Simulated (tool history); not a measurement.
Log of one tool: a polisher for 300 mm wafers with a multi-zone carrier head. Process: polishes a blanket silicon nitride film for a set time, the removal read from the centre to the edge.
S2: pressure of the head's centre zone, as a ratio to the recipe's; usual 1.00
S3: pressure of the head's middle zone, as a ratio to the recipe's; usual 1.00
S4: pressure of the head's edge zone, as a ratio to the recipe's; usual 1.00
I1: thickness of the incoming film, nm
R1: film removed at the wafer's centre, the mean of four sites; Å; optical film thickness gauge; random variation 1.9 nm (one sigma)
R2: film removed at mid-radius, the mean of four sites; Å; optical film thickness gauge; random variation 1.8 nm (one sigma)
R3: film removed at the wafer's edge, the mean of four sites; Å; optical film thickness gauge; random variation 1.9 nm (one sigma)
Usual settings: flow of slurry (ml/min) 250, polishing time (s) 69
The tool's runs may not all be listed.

run 1 hour=0.0 | flow_of_slurry_(ml/min)=250 S2=1.00 S3=1.00 S4=1.00 polishing_time_(s)=69 | I1=460.0 | R1=1205 R2=1205 R3=1227
-- hour=14.7 edge zone pressure recalibrated
-- hour=17.4 slurry nozzle cleaned
-- hour=161.5 worn pad replaced by a new one
run 2 hour=192.7 | flow_of_slurry_(ml/min)=290 S2=1.00 S3=1.00 S4=1.00 polishing_time_(s)=69 | I1=460.5 | R1=1310 R2=1335 R3=1310
run 3 hour=403.6 | flow_of_slurry_(ml/min)=290 S2=1.00 S3=1.00 S4=1.00 polishing_time_(s)=69 | I1=461.8 | R1=1211 R2=1231 R3=1243
run 4 hour=435.3 | flow_of_slurry_(ml/min)=250 S2=1.00 S3=1.00 S4=1.00 polishing_time_(s)=69 | I1=459.2 | R1=1196 R2=1206 R3=1161
-- hour=474.6 carrier head's membrane replaced by a new one
run 5 hour=486.1 | flow_of_slurry_(ml/min)=250 S2=1.00 S3=1.12 S4=1.00 polishing_time_(s)=69 | I1=455.6 | R1=1231 R2=1286 R3=1217
-- hour=519.7 slurry nozzle cleaned
run 6 hour=520.2 | flow_of_slurry_(ml/min)=325 S2=1.00 S3=1.00 S4=1.00 polishing_time_(s)=55 | I1=451.7 | R1=968 R2=995 R3=973
run 7 hour=545.6 | flow_of_slurry_(ml/min)=250 S2=0.96 S3=1.00 S4=1.00 polishing_time_(s)=69 | I1=462.9 | R1=1153 R2=1190 R3=1185
run 8 hour=599.3 | flow_of_slurry_(ml/min)=250 S2=1.00 S3=0.96 S4=1.00 polishing_time_(s)=69 | I1=469.6 | R1=1206 R2=1134 R3=1175
-- hour=607.1 worn pad replaced by a new one
-- hour=645.2 centre zone pressure recalibrated
-- hour=673.4 edge zone pressure recalibrated
run 9 hour=762.6 | flow_of_slurry_(ml/min)=250 S2=1.00 S3=1.00 S4=1.05 polishing_time_(s)=69 | I1=461.8 | R1=1226 R2=1236 R3=1232
run 10 hour=804.8 | flow_of_slurry_(ml/min)=250 S2=1.00 S3=1.00 S4=1.00 polishing_time_(s)=55 | I1=460.2 | R1=935 R2=987 R3=953
run 11 hour=874.2 | flow_of_slurry_(ml/min)=250 S2=1.00 S3=0.96 S4=1.00 polishing_time_(s)=69 | I1=468.2 | R1=1206 R2=1149 R3=1202
run 12 hour=922.5 | flow_of_slurry_(ml/min)=300 S2=1.00 S3=1.00 S4=1.10 polishing_time_(s)=90 | I1=457.6 | R1=1608 R2=1563 R3=1654
run 13 hour=978.0 | flow_of_slurry_(ml/min)=250 S2=1.00 S3=1.00 S4=0.89 polishing_time_(s)=69 | I1=452.6 | R1=1179 R2=1217 R3=1113
run 14 hour=1021.9 | flow_of_slurry_(ml/min)=250 S2=1.00 S3=1.00 S4=0.93 polishing_time_(s)=69 | I1=456.7 | R1=1195 R2=1178 R3=1165
run 15 hour=1052.8 | flow_of_slurry_(ml/min)=250 S2=1.00 S3=1.00 S4=1.00 polishing_time_(s)=69 | I1=457.9 | R1=1169 R2=1206 R3=1174
-- hour=1068.5 worn pad replaced by a new one
run 16 hour=1078.0 | flow_of_slurry_(ml/min)=250 S2=1.00 S3=1.00 S4=1.04 polishing_time_(s)=69 | I1=454.1 | R1=1313 R2=1316 R3=1333
-- hour=1118.2 slurry nozzle cleaned
run 17 hour=1147.7 | flow_of_slurry_(ml/min)=250 S2=1.00 S3=1.00 S4=1.00 polishing_time_(s)=69 | I1=469.9 | R1=1247 R2=1287 R3=1264
run 18 hour=1175.3 | flow_of_slurry_(ml/min)=210 S2=1.00 S3=0.92 S4=1.00 polishing_time_(s)=69 | I1=460.2 | R1=1178 R2=1100 R3=1181
run 19 hour=1241.1 | flow_of_slurry_(ml/min)=300 S2=1.00 S3=1.00 S4=1.10 polishing_time_(s)=90 | I1=462.6 | R1=1613 R2=1631 R3=1676
run 20 hour=1267.0 | flow_of_slurry_(ml/min)=250 S2=1.00 S3=1.10 S4=1.00 polishing_time_(s)=69 | I1=457.6 | R1=1211 R2=1316 R3=1200
-- hour=1301.8 edge zone pressure recalibrated
run 21 hour=1325.8 | flow_of_slurry_(ml/min)=250 S2=1.00 S3=1.00 S4=1.00 polishing_time_(s)=92 | I1=464.0 | R1=1574 R2=1549 R3=1605

5 ways to go on from here, each from the tool as it stands after run 21. What would each give?
run A hour=1326.2 | flow_of_slurry_(ml/min)=250 S2=1.00 S3=1.00 S4=1.00 polishing_time_(s)=69 | I1=452.0 | R1=? R2=? R3=?
run B hour=1326.2 | flow_of_slurry_(ml/min)=320 S2=0.90 S3=0.93 S4=1.00 polishing_time_(s)=55 | I1=452.0 | R1=? R2=? R3=?
run C hour=1326.2 | flow_of_slurry_(ml/min)=275 S2=1.00 S3=1.00 S4=1.06 polishing_time_(s)=49 | I1=452.0 | R1=? R2=? R3=?
run D hour=1326.2 | flow_of_slurry_(ml/min)=315 S2=1.00 S3=1.00 S4=1.00 polishing_time_(s)=61 | I1=452.0 | R1=? R2=? R3=?
run E hour=1326.2 | flow_of_slurry_(ml/min)=275 S2=1.05 S3=1.00 S4=1.00 polishing_time_(s)=69 | I1=452.0 | R1=? R2=? R3=?

run=A R1=1180 R2=1190 R3=1134
run=B R1=901 R2=923 R3=928
run=C R1=852 R2=857 R3=837
run=D R1=1081 R2=1086 R3=1027
run=E R1=1246 R2=1207 R3=1146
Without the tool's hidden state the same runs would have given:
run=A R1=1349 R2=1360 R3=1296
run=B R1=1030 R2=1055 R3=1060
run=C R1=974 R2=980 R3=957
run=D R1=1235 R2=1241 R3=1173
run=E R1=1424 R2=1380 R3=1310

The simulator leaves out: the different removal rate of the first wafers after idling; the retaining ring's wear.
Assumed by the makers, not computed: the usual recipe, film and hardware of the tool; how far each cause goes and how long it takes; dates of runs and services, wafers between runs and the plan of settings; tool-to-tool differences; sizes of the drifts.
